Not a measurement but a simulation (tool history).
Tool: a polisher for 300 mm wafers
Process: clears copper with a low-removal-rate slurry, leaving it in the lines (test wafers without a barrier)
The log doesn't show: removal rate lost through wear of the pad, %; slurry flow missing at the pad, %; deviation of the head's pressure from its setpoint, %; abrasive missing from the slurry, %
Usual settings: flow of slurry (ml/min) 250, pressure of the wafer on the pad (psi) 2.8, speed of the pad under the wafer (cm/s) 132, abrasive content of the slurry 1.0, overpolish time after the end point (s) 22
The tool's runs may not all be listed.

run	hour	flow of slurry (ml/min)	pressure of the wafer on the pad (psi)	speed of the pad under the wafer (cm/s)	abrasive content of the slurry	overpolish time after the end point (s)	wafers since the last listed run	wafers polished on this pad	hours since the slurry nozzle was cleaned	hours since the head pressure was calibrated	hours since the slurry blender was calibrated	incoming thickness of the incoming film, nm	time until the end point was called (s)	dishing of a wide line in a test structure (angstrom)
1	0.0	250	2.8	132	1.0	22	0	351	3.1	394.8	285.2	622.7	203.5	494
# hour 58.9: slurry blender recalibrated
2	77.0	250	2.8	132	1.0	22	558	909	80.1	471.8	18.1	615.9	201.9	493
# hour 106.4: head pressure recalibrated
3	130.5	250	2.8	132	1.0	22	383	1293	133.6	24.1	71.6	624.9	201.0	506
4	234.2	250	2.8	132	1.0	22	772	2065	237.3	127.8	175.3	624.8	205.5	493
# hour 260.6: worn pad replaced by a new one
5	320.5	250	2.8	132	1.0	22	612	445	323.6	214.1	261.6	619.2	202.0	466
6	397.6	250	2.8	132	1.0	22	574	1019	400.7	291.2	338.7	631.2	204.7	485
# hour 462.2: slurry blender recalibrated
7	488.7	250	2.8	132	1.0	22	663	1683	491.8	382.3	26.5	629.8	207.9	478
# hour 552.7: worn pad replaced by a new one
8	560.3	250	2.8	132	1.0	22	503	56	563.4	453.9	98.1	633.8	204.1	502
9	639.5	250	2.8	132	1.0	22	589	646	642.6	533.1	177.3	631.1	205.4	488
# hour 696.5: head pressure recalibrated
10	710.3	250	2.8	132	1.0	28	512	1158	713.4	13.8	248.1	620.7	199.9	569
11	799.0	310	2.8	132	1.0	9	660	1818	802.1	102.5	336.8	632.3	207.6	233
# hour 826.2: slurry nozzle cleaned
# hour 828.3: worn pad replaced by a new one
12	836.3	305	2.8	132	1.0	22	254	59	10.1	139.8	374.1	623.5	203.0	484
# hour 860.0: slurry blender recalibrated
13	916.3	250	2.8	104	1.0	31	580	640	90.1	219.8	56.3	614.8	248.5	558

Forecast run 14:
14	998.0	305	2.8	132	0.9	16	608	1248	171.8	301.5	138.0	632.7	?	?

Run 14 gave time until the end point was called (s) 214.6, dishing of a wide line in a test structure (angstrom) 373.
Without the tool's hidden state the same run would have given time until the end point was called (s) 214.6, dishing of a wide line in a test structure (angstrom) 373.
